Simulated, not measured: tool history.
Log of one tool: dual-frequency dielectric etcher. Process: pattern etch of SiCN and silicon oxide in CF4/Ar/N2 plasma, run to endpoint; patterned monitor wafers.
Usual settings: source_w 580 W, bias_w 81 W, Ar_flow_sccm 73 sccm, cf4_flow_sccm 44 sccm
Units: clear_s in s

run,day,source_w,bias_w,Ar_flow_sccm,cf4_flow_sccm,wafers since the last listed run,hours since the last wet clean,hours since the last source power generator calibration,hours since the last bias power generator calibration,hours since the last Ar flow controller change,hours since the last CF4 flow controller change,hours since the last upper electrode change,"incoming incoming film thickness, nm",clear_s
1,0.000,580,65,73,44,0,127.0,3208.8,2922.9,3721.5,3775.7,2891.0,11.40,11.3
2,1.433,580,65,73,44,537,161.4,3243.2,2957.3,3755.9,3810.1,2925.4,11.39,11.4
3,2.304,580,65,73,44,326,182.3,3264.1,2978.2,3776.8,3831.0,2946.3,11.36,11.2
4,3.262,580,81,83,44,359,205.3,3287.1,3001.2,3799.8,3854.0,2969.3,11.38,10.9
5,6.771,580,81,73,44,1316,289.5,3371.3,3085.4,3884.0,3938.2,3053.5,11.46,10.8
6,7.854,580,81,73,44,406,315.5,3397.3,3111.4,3910.0,3964.2,3079.5,11.38,10.8
7,9.058,580,81,73,44,451,344.4,3426.2,3140.3,3938.9,3993.1,3108.4,11.48,10.9
# day 9.712: CF4 flow controller replaced
8,11.038,580,81,73,36,648,391.9,3473.7,3187.8,3986.4,31.8,3155.9,11.43,11.2
# day 12.292: source power generator calibrated
9,12.312,580,81,73,36,415,422.5,0.5,3218.4,4017.0,62.4,3186.5,11.37,11.2
# day 13.675: wet clean of the chamber
# day 13.792: Ar flow controller replaced
10,13.812,580,81,73,36,142,3.3,36.5,3254.4,0.5,98.4,3222.5,11.43,10.8
11,14.592,580,63,73,44,292,22.0,55.2,3273.1,19.2,117.1,3241.2,11.39,11.2
# day 15.388: bias power generator calibrated
12,15.758,580,81,73,44,375,50.0,83.2,8.9,47.2,145.1,3269.2,11.40,10.5
13,17.221,580,81,73,51,548,85.1,118.3,44.0,82.3,180.2,3304.3,11.45,10.5
# day 18.575: upper electrode replaced
14,18.596,580,81,82,49,140,118.1,151.3,77.0,115.3,213.2,0.5,11.46,10.6
15,18.979,510,81,60,44,143,127.3,160.5,86.2,124.5,222.4,9.7,11.43,11.3
16,19.892,580,81,55,44,342,149.2,182.4,108.1,146.4,244.3,31.6,11.42,10.4
17,20.412,580,81,73,35,195,161.7,194.9,120.6,158.9,256.8,44.1,11.43,11.0
18,21.346,580,81,73,44,350,184.1,217.3,143.0,181.3,279.2,66.5,11.41,10.6
19,22.488,580,81,73,49,428,211.5,244.7,170.4,208.7,306.6,93.9,11.32,10.4
20,23.271,580,81,73,38,293,230.3,263.5,189.2,227.5,325.4,112.7,11.29,10.8
21,24.104,580,81,73,50,312,250.3,283.5,209.2,247.5,345.4,132.7,11.43,10.5

4 ways to go on from here, each from the tool as it stands after run 21. What would each give?
A,24.121,580,81,73,44,6,250.7,283.9,209.6,247.9,345.8,133.1,11.37,?
B,24.121,650,81,82,44,6,250.7,283.9,209.6,247.9,345.8,133.1,11.37,?
C,24.121,580,66,67,54,6,250.7,283.9,209.6,247.9,345.8,133.1,11.37,?
D,24.121,580,81,80,44,6,250.7,283.9,209.6,247.9,345.8,133.1,11.37,?

run,clear_s
A,10.6
B,9.9
C,10.8
D,10.7
Without the tool's hidden state the same runs would have given:
run,clear_s
A,10.5
B,9.8
C,10.7
D,10.6
